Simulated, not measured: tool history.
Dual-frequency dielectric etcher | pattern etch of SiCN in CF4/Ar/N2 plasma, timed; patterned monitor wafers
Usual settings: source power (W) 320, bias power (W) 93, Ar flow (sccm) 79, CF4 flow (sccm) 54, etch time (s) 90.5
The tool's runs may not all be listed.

| run | hour | source power (W) | bias power (W) | Ar flow (sccm) | CF4 flow (sccm) | etch time (s) | wafers since the last listed run | hours since the last wet clean | hours since the last source power generator calibration | hours since the last bias power generator calibration | hours since the last Ar flow controller change | hours since the last CF4 flow controller change | hours since the last upper electrode change | hours since the gauge calibration | read-back reference wafer on the same gauge, depth_nm | mean etch depth across the wafer (Å) |
|---|---|---|---|---|---|---|---|---|---|---|---|---|---|---|---|---|
| 1 | 0.0 | 250 | 93 | 61 | 54 | 90.5 | 0 | 493.6 | 404.3 | 1516.5 | 260.3 | 69.9 | 2800.6 | 757.3 | 72.6 | 586 |
|  | 73.6 | bias power generator calibrated |
| 2 | 74.1 | 270 | 93 | 79 | 54 | 90.5 | 892 | 567.7 | 478.4 | 0.5 | 334.4 | 144.0 | 2874.7 | 831.4 | 72.7 | 607 |
|  | 147.4 | upper electrode replaced |
| 3 | 150.5 | 320 | 73 | 79 | 54 | 90.5 | 667 | 644.1 | 554.8 | 76.9 | 410.8 | 220.4 | 3.1 | 907.8 | 72.8 | 630 |
| 4 | 229.9 | 320 | 93 | 68 | 54 | 90.5 | 1011 | 723.5 | 634.2 | 156.3 | 490.2 | 299.8 | 82.5 | 987.2 | 72.6 | 691 |
|  | 349.3 | wet clean of the chamber |
| 5 | 451.7 | 320 | 93 | 79 | 54 | 90.5 | 2519 | 102.4 | 856.0 | 378.1 | 712.0 | 521.6 | 304.3 | 1209.0 | 72.6 | 649 |
| 6 | 553.2 | 320 | 85 | 79 | 67 | 114.0 | 1292 | 203.9 | 957.5 | 479.6 | 813.5 | 623.1 | 405.8 | 1310.5 | 72.7 | 832 |
| 7 | 639.8 | 340 | 93 | 79 | 54 | 90.5 | 1103 | 290.5 | 1044.1 | 566.2 | 900.1 | 709.7 | 492.4 | 1397.1 | 72.7 | 686 |
| 8 | 725.0 | 350 | 93 | 79 | 45 | 90.5 | 1085 | 375.7 | 1129.3 | 651.4 | 985.3 | 794.9 | 577.6 | 1482.3 | 72.7 | 686 |
| 9 | 783.6 | 320 | 93 | 79 | 54 | 90.5 | 746 | 434.3 | 1187.9 | 710.0 | 1043.9 | 853.5 | 636.2 | 1540.9 | 72.8 | 667 |
| 10 | 826.0 | 320 | 93 | 79 | 54 | 90.5 | 540 | 476.7 | 1230.3 | 752.4 | 1086.3 | 895.9 | 678.6 | 1583.3 | 72.7 | 670 |
| 11 | 992.6 | 320 | 70 | 86 | 58 | 90.5 | 2121 | 643.3 | 1396.9 | 919.0 | 1252.9 | 1062.5 | 845.2 | 1749.9 | 72.6 | 622 |
| 12 | 1061.0 | 400 | 93 | 79 | 54 | 90.5 | 871 | 711.7 | 1465.3 | 987.4 | 1321.3 | 1130.9 | 913.6 | 1818.3 | 72.7 | 781 |
|  | 1146.8 | wet clean of the chamber |
| 13 | 1147.3 | 320 | 93 | 79 | 54 | 90.5 | 793 | 0.5 | 1551.6 | 1073.7 | 1407.6 | 1217.2 | 999.9 | 1904.6 | 72.6 | 640 |
| 14 | 1192.8 | 320 | 93 | 79 | 54 | 90.5 | 579 | 46.0 | 1597.1 | 1119.2 | 1453.1 | 1262.7 | 1045.4 | 1950.1 | 72.7 | 648 |
| 15 | 1262.1 | 300 | 78 | 79 | 66 | 108.0 | 882 | 115.3 | 1666.4 | 1188.5 | 1522.4 | 1332.0 | 1114.7 | 2019.4 | 72.7 | 728 |
| 16 | 1345.3 | 240 | 93 | 79 | 64 | 90.5 | 1059 | 198.5 | 1749.6 | 1271.7 | 1605.6 | 1415.2 | 1197.9 | 2102.6 | 72.8 | 558 |
|  | 1361.6 | gauge calibrated |
| 17 | 1546.8 | 320 | 93 | 79 | 54 | 90.5 | 2566 | 400.0 | 1951.1 | 1473.2 | 1807.1 | 1616.7 | 1399.4 | 185.2 | 72.6 | 657 |
| 18 | 1618.8 | 320 | 93 | 79 | 54 | 90.5 | 917 | 472.0 | 2023.1 | 1545.2 | 1879.1 | 1688.7 | 1471.4 | 257.2 | 72.6 | 661 |
| 19 | 1675.8 | 380 | 93 | 79 | 43 | 98.5 | 725 | 529.0 | 2080.1 | 1602.2 | 1936.1 | 1745.7 | 1528.4 | 314.2 | 72.7 | 783 |
| 20 | 1794.5 | 320 | 93 | 61 | 54 | 90.5 | 1511 | 647.7 | 2198.8 | 1720.9 | 2054.8 | 1864.4 | 1647.1 | 432.9 | 72.6 | 687 |

5 ways to go on from here, each from the tool as it stands after run 20. What would each give?
| A | 1794.9 | 320 | 93 | 79 | 54 | 90.5 | 5 | 648.1 | 2199.2 | 1721.3 | 2055.2 | 1864.8 | 1647.5 | 433.3 | ? | ? |
| B | 1794.9 | 260 | 93 | 79 | 65 | 105.5 | 5 | 648.1 | 2199.2 | 1721.3 | 2055.2 | 1864.8 | 1647.5 | 433.3 | ? | ? |
| C | 1794.9 | 320 | 72 | 79 | 59 | 109.0 | 5 | 648.1 | 2199.2 | 1721.3 | 2055.2 | 1864.8 | 1647.5 | 433.3 | ? | ? |
| D | 1794.9 | 260 | 93 | 79 | 45 | 112.0 | 5 | 648.1 | 2199.2 | 1721.3 | 2055.2 | 1864.8 | 1647.5 | 433.3 | ? | ? |
| E | 1794.9 | 320 | 75 | 79 | 54 | 75.0 | 5 | 648.1 | 2199.2 | 1721.3 | 2055.2 | 1864.8 | 1647.5 | 433.3 | ? | ? |

| run | read-back reference wafer on the same gauge, depth_nm | mean etch depth across the wafer (Å) |
|---|---|---|
| A | 72.7 | 669 |
| B | 72.7 | 702 |
| C | 72.7 | 761 |
| D | 72.7 | 711 |
| E | 72.7 | 523 |
Without the tool's hidden state the same runs would have given:
| run | mean etch depth across the wafer (Å) |
|---|---|
| A | 653 |
| B | 685 |
| C | 743 |
| D | 694 |
| E | 510 |
